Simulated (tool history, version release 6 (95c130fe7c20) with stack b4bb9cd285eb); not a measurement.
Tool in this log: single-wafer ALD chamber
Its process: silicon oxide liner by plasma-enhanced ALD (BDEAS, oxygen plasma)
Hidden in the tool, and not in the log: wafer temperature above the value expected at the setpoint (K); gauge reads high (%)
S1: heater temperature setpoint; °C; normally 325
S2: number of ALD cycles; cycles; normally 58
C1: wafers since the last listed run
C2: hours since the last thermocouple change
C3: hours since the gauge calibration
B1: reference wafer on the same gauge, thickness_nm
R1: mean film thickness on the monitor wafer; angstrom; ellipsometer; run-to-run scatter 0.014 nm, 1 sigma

run	hour	S1	S2	C1	C2	C3	B1	R1
1	0.0	325	58	0	662.7	273.9	4.809	54.41
2	52.4	325	58	391	715.1	326.3	4.811	54.43
3	129.5	325	58	575	792.2	403.4	4.812	54.37
4	195.1	325	58	490	857.8	469.0	4.810	54.32
5	235.7	325	58	303	898.4	509.6	4.811	54.23
6	303.2	325	58	504	965.9	577.1	4.811	54.48
7	367.5	325	58	480	1030.2	641.4	4.812	54.34
8	450.7	338	54	621	1113.4	724.6	4.809	49.91
# hour 489.7: gauge calibrated
9	502.6	325	50	387	1165.3	12.9	4.811	46.86
10	551.4	315	62	364	1214.1	61.7	4.809	58.73
# hour 610.5: thermocouple changed; heater temperature recalibrated
11	613.2	334	48	401	2.7	123.5	4.811	44.67
12	680.3	330	58	501	69.8	190.6	4.810	54.34

What does the tool deliver on the next run?
13	774.1	325	58	700	163.6	284.4	?	?

B1: 4.810
R1: 54.36 angstrom
On a tool with no hidden condition, and with the same random variation, this run would have come out at R1 54.36 angstrom.

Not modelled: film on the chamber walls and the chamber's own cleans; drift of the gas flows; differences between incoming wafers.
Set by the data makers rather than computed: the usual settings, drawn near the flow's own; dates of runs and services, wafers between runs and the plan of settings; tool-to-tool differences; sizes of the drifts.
